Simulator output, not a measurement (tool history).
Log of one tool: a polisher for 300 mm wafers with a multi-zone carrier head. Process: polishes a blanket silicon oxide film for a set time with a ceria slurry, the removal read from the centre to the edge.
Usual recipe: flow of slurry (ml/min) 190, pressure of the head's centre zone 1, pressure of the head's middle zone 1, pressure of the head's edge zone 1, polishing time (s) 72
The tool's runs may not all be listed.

run     day  flow of slurry (ml/min)  pressure of the head's centre zone  pressure of the head's middle zone  pressure of the head's edge zone  polishing time (s)  incoming thickness of the incoming film, nm  film removed at the wafer's centre (angstrom)  film removed at mid-radius (angstrom)  film removed at the wafer's edge (angstrom)
  1       0                      190                                   1                                   1                                 1                  72                                       1006.1                                           2723                                   2578                                         2631
  2   1.196                      190                                   1                                   1                                 1                  72                                       1020.1                                           2728                                   2566                                         2618
  3   1.942                      190                                   1                                   1                                 1                  72                                       1021.8                                           2701                                   2579                                         2637
      2.871  -- slurry nozzle cleaned
  4   3.042                      190                                   1                                   1                              0.97                  72                                       1034.2                                           2702                                   2573                                         2595
      3.588  -- worn pad replaced by a new one
  5   7.308                      190                                   1                                   1                              0.97                  72                                         1020                                           2722                                   2559                                         2602
  6   8.467                      190                                   1                                   1                                 1                  72                                       1009.4                                           2701                                   2588                                         2643
      8.921  -- worn pad replaced by a new one
  7   9.558                      190                                   1                                   1                                 1                  72                                         1032                                           2733                                   2579                                         2679
     10.104  -- edge zone pressure recalibrated
     10.146  -- centre zone pressure recalibrated
  8   10.25                      190                                   1                                   1                                 1                  72                                         1039                                           2720                                   2568                                         2607
  9  11.067                      190                                   1                                   1                                 1                  72                                       1034.6                                           2758                                   2605                                         2624
         12  -- carrier head's membrane replaced by a new one
 10  12.354                      190                                   1                                   1                                 1                  72                                         1021                                           2718                                   2565                                         2613
 11  13.271                      255                                   1                                   1                                 1                  85                                         1015                                           3347                                   3140                                         3186
     14.267  -- worn pad replaced by a new one
 12  14.288                      190                                0.89                                   1                              0.94                  48                                       1011.1                                           1637                                   1731                                         1685
     15.175  -- slurry nozzle cleaned
 13  15.383                      190                                   1                                   1                                 1                  72                                       1008.3                                           2713                                   2555                                         2666
 14  16.429                      190                                   1                                   1                                 1                  72                                       1017.2                                           2718                                   2541                                         2625
 15    17.4                      190                                   1                                1.12                                 1                  72                                       1030.1                                           2730                                   2862                                         2626
     18.546  -- worn pad replaced by a new one
 16  18.846                      245                                   1                                   1                                 1                  72                                       1028.7                                           2763                                   2619                                         2681
 17  19.662                      190                                0.97                                   1                                 1                  54                                       1010.6                                           1983                                   1921                                         1998
 18  20.871                      190                                1.09                                   1                                 1                  72                                       1036.2                                           2933                                   2569                                         2644
 19  22.308                      190                                   1                                   1                              1.08                  72                                       1014.3                                           2709                                   2593                                         2721
     22.662  -- worn pad replaced by a new one
 20  22.929                      190                                   1                                   1                              1.12                  72                                       1025.2                                           2714                                   2560                                         2759
 21  24.075                      140                                1.08                                1.09                                 1                  57                                       1036.4                                           2251                                   2113                                         2034

Each row is a separate what-if for the run after 21, all from the same tool condition, not one after another. Results?
  A  24.092                      190                                   1                                   1                                 1                  72                                       1002.5                                              ?                                      ?                                            ?
  B  24.092                      190                                1.08                                   1                                 1                  72                                       1002.5                                              ?                                      ?                                            ?
  C  24.092                      245                                0.93                                   1                              0.95                  72                                       1002.5                                              ?                                      ?                                            ?
  D  24.092                      220                                0.94                                   1                                 1                  72                                       1002.5                                              ?                                      ?                                            ?
  E  24.092                      130                                0.91                                   1                                 1                  72                                       1002.5                                              ?                                      ?                                            ?

run  film removed at the wafer's centre (angstrom)  film removed at mid-radius (angstrom)  film removed at the wafer's edge (angstrom)
  A                                           2745                                   2617                                         2621
  B                                           2956                                   2616                                         2621
  C                                           2632                                   2685                                         2619
  D                                           2629                                   2657                                         2650
  E                                           2393                                   2512                                         2543
Stripped of hidden state, with their random variation kept, the same runs would have yielded:
run  film removed at the wafer's centre (angstrom)  film removed at mid-radius (angstrom)  film removed at the wafer's edge (angstrom)
  A                                           2745                                   2617                                         2621
  B                                           2956                                   2616                                         2621
  C                                           2632                                   2685                                         2619
  D                                           2629                                   2657                                         2650
  E                                           2393                                   2512                                         2543
